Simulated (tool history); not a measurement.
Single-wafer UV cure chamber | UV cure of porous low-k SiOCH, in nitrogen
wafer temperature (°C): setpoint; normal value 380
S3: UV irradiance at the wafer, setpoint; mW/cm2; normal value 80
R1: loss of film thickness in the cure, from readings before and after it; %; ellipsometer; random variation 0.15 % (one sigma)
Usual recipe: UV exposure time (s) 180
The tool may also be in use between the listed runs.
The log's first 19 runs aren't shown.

-- hour=1315.4 quartz window cleaned
run 20 hour=1315.9 | wafer_temperature_(°C)=380 UV_exposure_time_(s)=180 S3=80 | R1=10.023
run 21 hour=1349.3 | wafer_temperature_(°C)=373 UV_exposure_time_(s)=180 S3=69 | R1=9.269
run 22 hour=1554.7 | wafer_temperature_(°C)=380 UV_exposure_time_(s)=180 S3=80 | R1=10.393
run 23 hour=1599.9 | wafer_temperature_(°C)=380 UV_exposure_time_(s)=110 S3=117 | R1=9.424
run 24 hour=1689.8 | wafer_temperature_(°C)=364 UV_exposure_time_(s)=110 S3=109 | R1=8.948
run 25 hour=1753.7 | wafer_temperature_(°C)=380 UV_exposure_time_(s)=180 S3=80 | R1=9.712
-- hour=1799.2 UV bulbs replaced
run 26 hour=1806.9 | wafer_temperature_(°C)=380 UV_exposure_time_(s)=180 S3=80 | R1=10.284
-- hour=1855.4 quartz window cleaned
run 27 hour=1974.5 | wafer_temperature_(°C)=380 UV_exposure_time_(s)=275 S3=117 | R1=13.97
run 28 hour=2049 | wafer_temperature_(°C)=396 UV_exposure_time_(s)=110 S3=115 | R1=9.956
run 29 hour=2115.5 | wafer_temperature_(°C)=380 UV_exposure_time_(s)=240 S3=92 | R1=11.801
run 30 hour=2208 | wafer_temperature_(°C)=380 UV_exposure_time_(s)=115 S3=80 | R1=8.384
run 31 hour=2245.4 | wafer_temperature_(°C)=380 UV_exposure_time_(s)=260 S3=80 | R1=12.062
run 32 hour=2300.3 | wafer_temperature_(°C)=390 UV_exposure_time_(s)=235 S3=113 | R1=13.272
run 33 hour=2370.3 | wafer_temperature_(°C)=390 UV_exposure_time_(s)=280 S3=80 | R1=12.511
-- hour=2457.3 quartz window cleaned
run 34 hour=2473.7 | wafer_temperature_(°C)=380 UV_exposure_time_(s)=180 S3=80 | R1=10.241
run 35 hour=2538.8 | wafer_temperature_(°C)=374 UV_exposure_time_(s)=125 S3=80 | R1=8.415
run 36 hour=2613.6 | wafer_temperature_(°C)=397 UV_exposure_time_(s)=270 S3=106 | R1=13.485
run 37 hour=2712.2 | wafer_temperature_(°C)=374 UV_exposure_time_(s)=180 S3=80 | R1=10.147
run 38 hour=2819 | wafer_temperature_(°C)=380 UV_exposure_time_(s)=180 S3=66 | R1=9.049
run 39 hour=2905.4 | wafer_temperature_(°C)=380 UV_exposure_time_(s)=180 S3=80 | R1=10.029
run 40 hour=2976.1 | wafer_temperature_(°C)=368 UV_exposure_time_(s)=285 S3=80 | R1=11.94
run 41 hour=3071.7 | wafer_temperature_(°C)=394 UV_exposure_time_(s)=230 S3=80 | R1=11.554

Here are 5 independent what-if runs from the current tool condition. What would each one return?
run A hour=3072.1 | wafer_temperature_(°C)=368 UV_exposure_time_(s)=180 S3=80 | R1=?
run B hour=3072.1 | wafer_temperature_(°C)=373 UV_exposure_time_(s)=180 S3=80 | R1=?
run C hour=3072.1 | wafer_temperature_(°C)=387 UV_exposure_time_(s)=135 S3=80 | R1=?
run D hour=3072.1 | wafer_temperature_(°C)=390 UV_exposure_time_(s)=180 S3=80 | R1=?
run E hour=3072.1 | wafer_temperature_(°C)=380 UV_exposure_time_(s)=215 S3=80 | R1=?

run=A R1=9.846
run=B R1=9.938
run=C R1=8.942
run=D R1=10.241
run=E R1=10.851
Had the tool no hidden state, the same runs would have come out as:
run=A R1=9.846
run=B R1=9.938
run=C R1=8.942
run=D R1=10.241
run=E R1=10.851
